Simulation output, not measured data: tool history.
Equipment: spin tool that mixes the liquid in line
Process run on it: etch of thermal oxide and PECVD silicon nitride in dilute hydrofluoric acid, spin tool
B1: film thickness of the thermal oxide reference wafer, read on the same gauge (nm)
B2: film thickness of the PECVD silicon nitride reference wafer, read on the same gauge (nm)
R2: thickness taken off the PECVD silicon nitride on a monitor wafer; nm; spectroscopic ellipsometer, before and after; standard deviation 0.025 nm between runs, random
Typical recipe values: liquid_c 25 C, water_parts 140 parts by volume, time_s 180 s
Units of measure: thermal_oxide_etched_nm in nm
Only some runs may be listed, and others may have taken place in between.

Run 1, hour 0: usual settings but time_s 95 s; B1 119.99; B2 40.01. Result: thermal_oxide_etched_nm 3.07 nm, R2 3.96 nm.
Run 2, hour 97.9: usual settings; B1 120; B2 39.95. Result: thermal_oxide_etched_nm 5.74 nm, R2 7.49 nm.
Run 3, hour 200.7: usual settings; B1 119.99; B2 40.02. Result: thermal_oxide_etched_nm 5.76 nm, R2 7.47 nm.
Run 4, hour 290.6: usual settings but liquid_c 26.5 C; B1 119.99; B2 40.04. Result: thermal_oxide_etched_nm 6.19 nm, R2 8.23 nm.
Run 5, hour 374.9: usual settings but liquid_c 26.5 C; B1 119.99; B2 40.01. Result: thermal_oxide_etched_nm 6.09 nm, R2 8.22 nm.
Run 6, hour 457.7: usual settings but liquid_c 26.5 C; B1 120; B2 40. Result: thermal_oxide_etched_nm 6.05 nm, R2 8.19 nm.
Run 7, hour 496.3: usual settings; B1 120; B2 40.01. Result: thermal_oxide_etched_nm 5.73 nm, R2 7.39 nm.
Run 8, hour 554: usual settings; B1 120; B2 40.04. Result: thermal_oxide_etched_nm 5.74 nm, R2 7.4 nm.
At hour 589.6: gauge calibrated.
Run 9, hour 637.8: usual settings but time_s 70 s; B1 120; B2 39.99. Result: thermal_oxide_etched_nm 2.24 nm, R2 2.87 nm.
Run 10, hour 693.6: usual settings but liquid_c 21.5 C, water_parts 80 parts by volume, time_s 235 s; B1 120.01; B2 40.03. Result: thermal_oxide_etched_nm 12.28 nm, R2 13.3 nm.
Run 11, hour 772.8: usual settings but liquid_c 29.5 C, water_parts 85 parts by volume, time_s 235 s; B1 120.02; B2 40.05. Result: thermal_oxide_etched_nm 15.44 nm, R2 20.98 nm.
Run 12, hour 840.5: usual settings but liquid_c 28 C, water_parts 90 parts by volume, time_s 75 s; B1 120; B2 40.03. Result: thermal_oxide_etched_nm 4.42 nm, R2 5.74 nm.
Run 13, hour 921: usual settings; B1 119.99; B2 40.04. Result: thermal_oxide_etched_nm 5.65 nm, R2 7.33 nm.
At hour 949.3: hydrofluoric acid flow meter replaced.
Run 14, hour 1015.9: usual settings; B1 120; B2 40.04. Result: thermal_oxide_etched_nm 5.91 nm, R2 7.61 nm.
Run 15, hour 1107.4: usual settings but water_parts 205 parts by volume, time_s 210 s; B1 120; B2 40.02. Result: thermal_oxide_etched_nm 4.4 nm, R2 6.09 nm.
At hour 1136.8: thermometer replaced.
Run 16, hour 1161.4: usual settings but liquid_c 23 C, water_parts 115 parts by volume, time_s 275 s; B1 120.01; B2 40.02. Result: thermal_oxide_etched_nm 10.63 nm, R2 12.42 nm.
Run 17, hour 1266.2: usual settings but water_parts 115 parts by volume, time_s 230 s; B1 119.99; B2 39.96. Result: thermal_oxide_etched_nm 9.51 nm, R2 11.82 nm.
Run 18, hour 1318.8: usual settings but liquid_c 21.5 C; B1 119.99; B2 40.01. Result: thermal_oxide_etched_nm 5.1 nm, R2 6 nm.
Run 19, hour 1387.7: usual settings; B1 119.99; B2 39.99. Result: thermal_oxide_etched_nm 5.9 nm, R2 7.55 nm.
Run 20, hour 1469.9: usual settings; B1 120; B2 40.05. Result: thermal_oxide_etched_nm 5.93 nm, R2 7.55 nm.
Run 21, hour 1563.6: usual settings; B1 120.01; B2 40. Result: thermal_oxide_etched_nm 5.88 nm, R2 7.51 nm.
Run 22, hour 1666.3: usual settings but water_parts 120 parts by volume; B1 120.01; B2 40.03. Result: thermal_oxide_etched_nm 7.06 nm, R2 8.74 nm.
Run 23, hour 1707.4: usual settings but liquid_c 23.5 C; B1 119.99; B2 39.95. Result: thermal_oxide_etched_nm 5.51 nm, R2 6.81 nm.
Run 24, hour 1809.1: usual settings but liquid_c 27 C, water_parts 170 parts by volume; B1 120.02; B2 39.96. Result: thermal_oxide_etched_nm 4.95 nm, R2 6.98 nm.
Run 25, hour 1905.9: usual settings but liquid_c 20.5 C, water_parts 205 parts by volume, time_s 80 s; B1 120; B2 40.03. Result: thermal_oxide_etched_nm 1.36 nm, R2 1.7 nm.

Here are 5 independent what-if runs from the current tool condition. What would each one return?
Run A, hour 1906.4: usual settings but liquid_c 23 C; B1 ?; B2 ?. Result: thermal_oxide_etched_nm ?, R2 ?.
Run B, hour 1906.4: usual settings but liquid_c 20.5 C, water_parts 80 parts by volume, time_s 130 s; B1 ?; B2 ?. Result: thermal_oxide_etched_nm ?, R2 ?.
Run C, hour 1906.4: usual settings but liquid_c 21 C, time_s 245 s; B1 ?; B2 ?. Result: thermal_oxide_etched_nm ?, R2 ?.
Run D, hour 1906.4: usual settings but water_parts 205 parts by volume, time_s 70 s; B1 ?; B2 ?. Result: thermal_oxide_etched_nm ?, R2 ?.
Run E, hour 1906.4: usual settings but liquid_c 28.5 C, water_parts 205 parts by volume, time_s 270 s; B1 ?; B2 ?. Result: thermal_oxide_etched_nm ?, R2 ?.

run      B1     B2  thermal_oxide_etched_nm    R2
  A  120.01  39.98                     5.34  6.54
  B  120.01  39.98                     6.56  6.92
  C  120.01  39.98                     6.72   7.8
  D  120.01  39.98                     1.42  1.98
  E  120.01  39.98                     6.21  9.47
What these runs would have given with no unlogged condition in the tool:
run  thermal_oxide_etched_nm    R2
  A                     5.53  6.74
  B                     6.78  7.13
  C                     6.96  8.04
  D                     1.47  2.04
  E                     6.44  9.77
